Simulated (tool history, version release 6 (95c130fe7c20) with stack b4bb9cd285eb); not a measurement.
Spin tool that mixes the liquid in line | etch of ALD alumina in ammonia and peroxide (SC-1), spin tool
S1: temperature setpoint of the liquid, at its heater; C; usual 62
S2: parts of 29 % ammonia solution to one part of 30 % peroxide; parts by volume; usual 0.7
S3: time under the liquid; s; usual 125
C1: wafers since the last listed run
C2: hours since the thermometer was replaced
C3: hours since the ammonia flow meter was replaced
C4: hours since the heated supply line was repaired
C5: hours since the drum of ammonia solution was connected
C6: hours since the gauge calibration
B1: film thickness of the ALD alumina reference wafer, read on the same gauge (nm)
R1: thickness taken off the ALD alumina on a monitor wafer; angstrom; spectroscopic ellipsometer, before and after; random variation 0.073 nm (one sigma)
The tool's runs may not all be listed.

run	hour	S1	S2	S3	C1	C2	C3	C4	C5	C6	B1	R1
1	0	62	0.7	125	0	816.4	1726.6	2601.3	107.5	274.6	119.99	86.2
2	7.3	62	0.7	125	94	823.7	1733.9	2608.6	114.8	281.9	120	86
# hour 11.4: gauge calibrated
3	15.7	62	0.7	125	108	832.1	1742.3	2617	123.2	4.3	120.01	85.6
4	29.7	64	0.7	125	181	846.1	1756.3	2631	137.2	18.3	119.98	95.7
5	36.6	62	0.7	125	89	853	1763.2	2637.9	144.1	25.2	120	86.3
6	52.9	62	0.7	125	210	869.3	1779.5	2654.2	160.4	41.5	120	85.8
7	64.4	62	0.7	125	148	880.8	1791	2665.7	171.9	53	120.02	86.1
8	71.8	70	1.05	70	95	888.2	1798.4	2673.1	179.3	60.4	119.99	75.3
9	84.7	54	0.4	195	166	901.1	1811.3	2686	192.2	73.3	119.99	82.3
10	97.8	62	1	95	169	914.2	1824.4	2699.1	205.3	86.4	119.99	66.7
# hour 107.7: heated supply line repaired
11	114.8	62	0.7	185	206	931.2	1841.4	7.1	222.3	103.4	120	153.9
12	122.4	52.5	0.7	50	98	938.8	1849	14.7	229.9	111	120.03	25.3
# hour 123.5: thermometer replaced
13	132.4	62	0.45	125	116	8.9	1859	24.7	239.9	121	119.99	100.4
# hour 138.6: new drum of ammonia solution connected
14	145.3	57.5	0.9	150	153	21.8	1871.9	37.6	6.7	133.9	120.01	101.8
15	157.9	59.5	0.45	175	162	34.4	1884.5	50.2	19.3	146.5	120.01	123.5
16	169.7	52.5	0.7	50	152	46.2	1896.3	62	31.1	158.3	119.97	25.6
# hour 173.2: ammonia flow meter replaced
17	185	58	0.9	80	184	61.5	11.8	77.3	46.4	173.6	119.99	56
18	197.3	62	0.7	125	159	73.8	24.1	89.6	58.7	185.9	119.97	104.4
19	203.7	62	0.7	125	82	80.2	30.5	96	65.1	192.3	120	103.5
20	216.9	59	0.45	125	170	93.4	43.7	109.2	78.3	205.5	120.01	85.2
21	224.9	70	1.05	70	103	101.4	51.7	117.2	86.3	213.5	119.97	90.4
22	237	62	0.7	180	156	113.5	63.8	129.3	98.4	225.6	120.01	150.2
23	250.6	65	0.7	125	175	127.1	77.4	142.9	112	239.2	119.99	120.6
24	264.4	62	0.4	125	178	140.9	91.2	156.7	125.8	253	119.99	97.7

Forecast each of these 5 alternatives for the next run:
A	264.9	69.5	0.7	125	6	141.4	91.7	157.2	126.3	253.5	?	?
B	264.9	56.5	0.4	165	6	141.4	91.7	157.2	126.3	253.5	?	?
C	264.9	58.5	1	195	6	141.4	91.7	157.2	126.3	253.5	?	?
D	264.9	67.5	0.7	75	6	141.4	91.7	157.2	126.3	253.5	?	?
E	264.9	59	0.7	85	6	141.4	91.7	157.2	126.3	253.5	?	?

run	B1	R1
A	119.98	149.1
B	119.98	96.8
C	119.98	138.5
D	119.98	81.2
E	119.98	59.9
Without the tool's hidden state the same runs would have given:
run	R1
A	153.3
B	99.7
C	142.7
D	83.5
E	61.7
